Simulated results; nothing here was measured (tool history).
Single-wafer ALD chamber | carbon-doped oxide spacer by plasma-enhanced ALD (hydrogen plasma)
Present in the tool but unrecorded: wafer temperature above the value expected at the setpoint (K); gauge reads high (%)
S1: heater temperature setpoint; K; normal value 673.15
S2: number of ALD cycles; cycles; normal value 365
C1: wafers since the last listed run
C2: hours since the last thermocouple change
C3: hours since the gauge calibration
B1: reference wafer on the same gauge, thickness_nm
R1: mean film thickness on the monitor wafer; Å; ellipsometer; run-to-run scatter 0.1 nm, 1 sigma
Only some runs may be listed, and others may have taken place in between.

| run | hour | S1 | S2 | C1 | C2 | C3 | B1 | R1 |
|---|---|---|---|---|---|---|---|---|
| 1 | 0.0 | 673.15 | 365 | 0 | 2565.1 | 100.2 | 22.144 | 187.00 |
| 2 | 9.2 | 673.15 | 365 | 8 | 2574.3 | 109.4 | 22.198 | 187.86 |
| 3 | 17.9 | 663.15 | 365 | 8 | 2583.0 | 118.1 | 22.151 | 188.86 |
| 4 | 27.7 | 663.15 | 365 | 9 | 2592.8 | 127.9 | 22.171 | 188.33 |
| 5 | 40.1 | 663.15 | 365 | 11 | 2605.2 | 140.3 | 22.169 | 187.44 |
| 6 | 54.3 | 673.15 | 388 | 13 | 2619.4 | 154.5 | 22.213 | 201.13 |
| 7 | 65.4 | 673.15 | 365 | 10 | 2630.5 | 165.6 | 22.262 | 189.38 |
| 8 | 79.8 | 673.15 | 365 | 13 | 2644.9 | 180.0 | 22.244 | 190.38 |
| 9 | 95.3 | 673.15 | 365 | 14 | 2660.4 | 195.5 | 22.187 | 189.66 |
| 10 | 103.0 | 673.15 | 365 | 7 | 2668.1 | 203.2 | 22.232 | 188.38 |
| 11 | 121.0 | 673.15 | 365 | 17 | 2686.1 | 221.2 | 22.246 | 186.17 |
| 12 | 134.5 | 673.15 | 365 | 12 | 2699.6 | 234.7 | 22.181 | 188.85 |
|  | 147.3 | thermocouple changed; heater temperature recalibrated |
| 13 | 147.8 | 673.15 | 365 | 5 | 0.5 | 248.0 | 22.204 | 188.32 |
| 14 | 157.0 | 673.15 | 365 | 8 | 9.7 | 257.2 | 22.214 | 189.52 |
| 15 | 171.3 | 673.15 | 365 | 13 | 24.0 | 271.5 | 22.227 | 189.04 |
| 16 | 187.8 | 673.15 | 365 | 15 | 40.5 | 288.0 | 22.209 | 188.81 |
| 17 | 204.0 | 673.15 | 365 | 15 | 56.7 | 304.2 | 22.203 | 187.01 |
| 18 | 211.3 | 673.15 | 365 | 6 | 64.0 | 311.5 | 22.179 | 188.82 |
| 19 | 224.1 | 673.15 | 387 | 12 | 76.8 | 324.3 | 22.225 | 199.59 |
| 20 | 237.5 | 673.15 | 431 | 12 | 90.2 | 337.7 | 22.201 | 223.46 |
| 21 | 248.0 | 677.15 | 303 | 10 | 100.7 | 348.2 | 22.212 | 153.50 |
| 22 | 264.9 | 673.15 | 323 | 16 | 117.6 | 365.1 | 22.152 | 164.91 |
| 23 | 274.1 | 661.15 | 417 | 8 | 126.8 | 374.3 | 22.233 | 216.69 |
| 24 | 288.3 | 659.15 | 365 | 13 | 141.0 | 388.5 | 22.171 | 187.40 |
| 25 | 302.3 | 687.15 | 414 | 13 | 155.0 | 402.5 | 22.200 | 205.17 |
| 26 | 320.0 | 673.15 | 365 | 16 | 172.7 | 420.2 | 22.254 | 189.17 |
| 27 | 334.7 | 677.15 | 419 | 14 | 187.4 | 434.9 | 22.193 | 213.47 |
| 28 | 342.1 | 688.15 | 294 | 7 | 194.8 | 442.3 | 22.176 | 145.85 |
|  | 356.1 | gauge calibrated |
| 29 | 356.7 | 673.15 | 395 | 13 | 209.4 | 0.6 | 22.216 | 203.66 |
| 30 | 373.2 | 668.15 | 300 | 15 | 225.9 | 17.1 | 22.233 | 155.29 |
| 31 | 382.7 | 673.15 | 365 | 9 | 235.4 | 26.6 | 22.205 | 188.46 |
| 32 | 393.6 | 661.15 | 417 | 10 | 246.3 | 37.5 | 22.201 | 214.84 |
| 33 | 404.0 | 680.15 | 393 | 9 | 256.7 | 47.9 | 22.213 | 196.97 |
| 34 | 414.9 | 660.15 | 311 | 10 | 267.6 | 58.8 | 22.156 | 159.64 |
| 35 | 425.8 | 663.15 | 297 | 10 | 278.5 | 69.7 | 22.208 | 152.53 |
| 36 | 433.1 | 682.15 | 365 | 6 | 285.8 | 77.0 | 22.197 | 184.09 |
| 37 | 441.0 | 661.15 | 395 | 7 | 293.7 | 84.9 | 22.229 | 203.78 |
| 38 | 447.6 | 685.15 | 294 | 6 | 300.3 | 91.5 | 22.232 | 145.32 |

List, for all runs, the conditions of the tool that the log does not record:
wafer temperature above the value expected at the setpoint (K): 0 at every run
gauge reads high (%): 0 at every run
